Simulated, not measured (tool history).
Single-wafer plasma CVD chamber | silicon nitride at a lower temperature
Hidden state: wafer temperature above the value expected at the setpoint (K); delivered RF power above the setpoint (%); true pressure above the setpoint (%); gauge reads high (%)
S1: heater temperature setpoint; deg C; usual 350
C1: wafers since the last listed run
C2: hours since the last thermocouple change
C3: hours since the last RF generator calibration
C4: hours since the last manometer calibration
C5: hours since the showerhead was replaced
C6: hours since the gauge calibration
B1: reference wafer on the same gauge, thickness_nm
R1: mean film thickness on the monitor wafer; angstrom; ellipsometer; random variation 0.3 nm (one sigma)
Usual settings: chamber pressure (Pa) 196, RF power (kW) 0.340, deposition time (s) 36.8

Run 1, hour 0.0: usual settings but S1 353 deg C; C1 0; C2 1120.1; C3 921.9; C4 1710.2; C5 5748.8; C6 534.4; B1 59.756. Result: R1 505.46 angstrom.
Run 2, hour 67.2: usual settings but S1 353 deg C; C1 971; C2 1187.3; C3 989.1; C4 1777.4; C5 5816.0; C6 601.6; B1 59.812. Result: R1 509.27 angstrom.
Run 3, hour 129.6: usual settings but S1 353 deg C; C1 902; C2 1249.7; C3 1051.5; C4 1839.8; C5 5878.4; C6 664.0; B1 59.802. Result: R1 505.14 angstrom.
Run 4, hour 191.8: usual settings; C1 899; C2 1311.9; C3 1113.7; C4 1902.0; C5 5940.6; C6 726.2; B1 59.782. Result: R1 503.17 angstrom.
Run 5, hour 329.1: usual settings; C1 1985; C2 1449.2; C3 1251.0; C4 2039.3; C5 6077.9; C6 863.5; B1 59.717. Result: R1 496.21 angstrom.
At hour 351.2: gauge calibrated.
Run 6, hour 386.1: usual settings; C1 824; C2 1506.2; C3 1308.0; C4 2096.3; C5 6134.9; C6 34.9; B1 59.802. Result: R1 498.59 angstrom.
At hour 420.3: thermocouple changed; heater temperature recalibrated.
Run 7, hour 420.6: usual settings; C1 383; C2 0.3; C3 1342.5; C4 2130.8; C5 6169.4; C6 69.4; B1 59.744. Result: R1 495.91 angstrom.
Run 8, hour 471.0: usual settings; C1 728; C2 50.7; C3 1392.9; C4 2181.2; C5 6219.8; C6 119.8; B1 59.821. Result: R1 494.32 angstrom.
Run 9, hour 496.5: usual settings; C1 368; C2 76.2; C3 1418.4; C4 2206.7; C5 6245.3; C6 145.3; B1 59.796. Result: R1 496.75 angstrom.
Run 10, hour 549.3: usual settings but chamber pressure (Pa) 176, RF power (kW) 0.400, deposition time (s) 40.6; C1 763; C2 129.0; C3 1471.2; C4 2259.5; C5 6298.1; C6 198.1; B1 59.759. Result: R1 582.56 angstrom.
Run 11, hour 588.5: usual settings but deposition time (s) 41.3; C1 566; C2 168.2; C3 1510.4; C4 2298.7; C5 6337.3; C6 237.3; B1 59.697. Result: R1 546.81 angstrom.
At hour 623.4: showerhead replaced.
At hour 697.0: RF generator calibrated.
At hour 756.1: capacitance manometer re-zeroed and calibrated.
Run 12, hour 797.8: usual settings but S1 341 deg C, chamber pressure (Pa) 175, RF power (kW) 0.370, deposition time (s) 33.9; C1 2680; C2 377.5; C3 100.8; C4 41.7; C5 174.4; C6 446.6; B1 59.821. Result: R1 478.59 angstrom.
Run 13, hour 903.7: usual settings but chamber pressure (Pa) 156, deposition time (s) 32.0; C1 1531; C2 483.4; C3 206.7; C4 147.6; C5 280.3; C6 552.5; B1 59.791. Result: R1 394.17 angstrom.
Run 14, hour 954.7: usual settings but chamber pressure (Pa) 148, RF power (kW) 0.380, deposition time (s) 31.8; C1 737; C2 534.4; C3 257.7; C4 198.6; C5 331.3; C6 603.5; B1 59.771. Result: R1 407.54 angstrom.
Run 15, hour 1018.4: usual settings but S1 358 deg C, chamber pressure (Pa) 233; C1 921; C2 598.1; C3 321.4; C4 262.3; C5 395.0; C6 667.2; B1 59.769. Result: R1 548.12 angstrom.

The same runs without the tool's hidden state, with the same run-to-run variation:
run      R1
  1  515.10
  2  520.36
  3  517.51
  4  516.94
  5  513.28
  6  517.34
  7  515.56
  8  515.41
  9  518.75
 10  608.23
 11  574.34
 12  481.64
 13  396.93
 14  410.59
 15  552.61
